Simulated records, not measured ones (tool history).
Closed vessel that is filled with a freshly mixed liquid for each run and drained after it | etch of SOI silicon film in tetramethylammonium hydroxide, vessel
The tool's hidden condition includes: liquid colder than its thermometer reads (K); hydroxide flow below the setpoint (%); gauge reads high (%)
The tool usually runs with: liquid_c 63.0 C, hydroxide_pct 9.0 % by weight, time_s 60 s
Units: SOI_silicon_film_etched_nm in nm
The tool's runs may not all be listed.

run     day  liquid_c  hydroxide_pct  time_s  wafers since the last listed run  hours since the thermometer was replaced  hours since the hydroxide flow meter was replaced  hours since the gauge calibration  read-back film thickness of the SOI silicon film reference wafer, read on the same gauge (nm)  SOI_silicon_film_etched_nm
  1   0.000      63.0            9.0      60                                 0                                     970.4                                              637.6                              552.8                                                                                          79.99                      294.72
  2   2.958      63.0            9.0      60                              7556                                    1041.4                                              708.6                              623.8                                                                                          79.93                      294.03
      3.896  -- thermometer replaced
  3   5.150      63.0            9.0      60                              5492                                      30.1                                              761.2                              676.4                                                                                          80.00                      309.34
  4   6.225      63.0            9.0      60                              2746                                      55.9                                              787.0                              702.2                                                                                          79.97                      308.92
  5   8.054      63.0           11.0      60                              4672                                      99.8                                              830.9                              746.1                                                                                          80.00                      284.49
  6  13.912      63.0           11.0      60                             14964                                     240.4                                              971.5                              886.7                                                                                          80.03                      285.18
  7  16.175      63.0           11.0      60                              5779                                     294.7                                             1025.8                              941.0                                                                                          79.94                      283.79
  8  18.038      63.0            9.0      60                              4757                                     339.4                                             1070.5                              985.7                                                                                          79.96                      304.39
  9  19.192      67.5           10.5      60                              2948                                     367.1                                             1098.2                             1013.4                                                                                          79.96                      379.76
 10  27.621      67.5           10.5      60                             21531                                     569.4                                             1300.5                             1215.7                                                                                          80.00                      377.93
 11  29.929      67.5           10.5      60                              5896                                     624.8                                             1355.9                             1271.1                                                                                          80.00                      377.52
     31.638  -- gauge calibrated
 12  32.062      66.5            9.0      60                              5449                                     676.0                                             1407.1                               10.2                                                                                          80.01                      373.82
 13  35.050      65.0           10.0      60                              7631                                     747.7                                             1478.8                               81.9                                                                                          80.02                      328.94
 14  37.883      63.0            9.0      60                              7237                                     815.7                                             1546.8                              149.9                                                                                          80.00                      300.07
 15  40.462      66.5           11.5      60                              6588                                     877.6                                             1608.7                              211.8                                                                                          80.02                      341.61
 16  42.283      65.5            8.0      35                              4651                                     921.3                                             1652.4                              255.5                                                                                          79.97                      214.01
 17  45.238      63.0           10.5      60                              7546                                     992.2                                             1723.3                              326.4                                                                                          79.99                      283.13
     45.750  -- thermometer replaced
     46.367  -- hydroxide flow meter replaced
 18  46.425      63.0            9.0      60                              2820                                      16.2                                                1.4                              354.9                                                                                          79.98                      304.83
 19  47.929      63.0            7.0      60                              3842                                      52.3                                               37.5                              391.0                                                                                          79.99                      327.86
 20  49.038      63.0            9.0      60                              2831                                      78.9                                               64.1                              417.6                                                                                          80.01                      304.34
 21  51.179      63.0            9.0      60                              5470                                     130.3                                              115.5                              469.0                                                                                          79.99                      302.74
 22  54.150      65.5            9.0      60                              7588                                     201.6                                              186.8                              540.3                                                                                          79.99                      354.84
 23  55.617      69.5            9.0      90                              3746                                     236.8                                              222.0                              575.5                                                                                          79.98                      672.05
 24  63.654      63.0            9.0      60                             20531                                     429.7                                              414.9                              768.4                                                                                          80.02                      300.35
 25  65.562      63.0           11.5      60                              4874                                     475.5                                              460.7                              814.2                                                                                          80.02                      276.72

Predict each of these 4 candidate next runs independently; none follows another, all start after run 25:
  A  65.592      63.0            9.0      60                                74                                     476.2                                              461.4                              814.9                                                                                              ?                           ?
  B  65.592      63.0           11.0      35                                74                                     476.2                                              461.4                              814.9                                                                                              ?                           ?
  C  65.592      70.0           11.0      85                                74                                     476.2                                              461.4                              814.9                                                                                              ?                           ?
  D  65.592      56.0            9.0      60                                74                                     476.2                                              461.4                              814.9                                                                                              ?                           ?

run  read-back film thickness of the SOI silicon film reference wafer, read on the same gauge (nm)  SOI_silicon_film_etched_nm
  A                                                                                          80.01                      300.92
  B                                                                                          80.01                      163.08
  C                                                                                          80.01                      603.09
  D                                                                                          80.01                      193.72
Without the tool's unlogged condition, the same runs would have read:
run  SOI_silicon_film_etched_nm
  A                      305.61
  B                      165.64
  C                      611.93
  D                      196.99
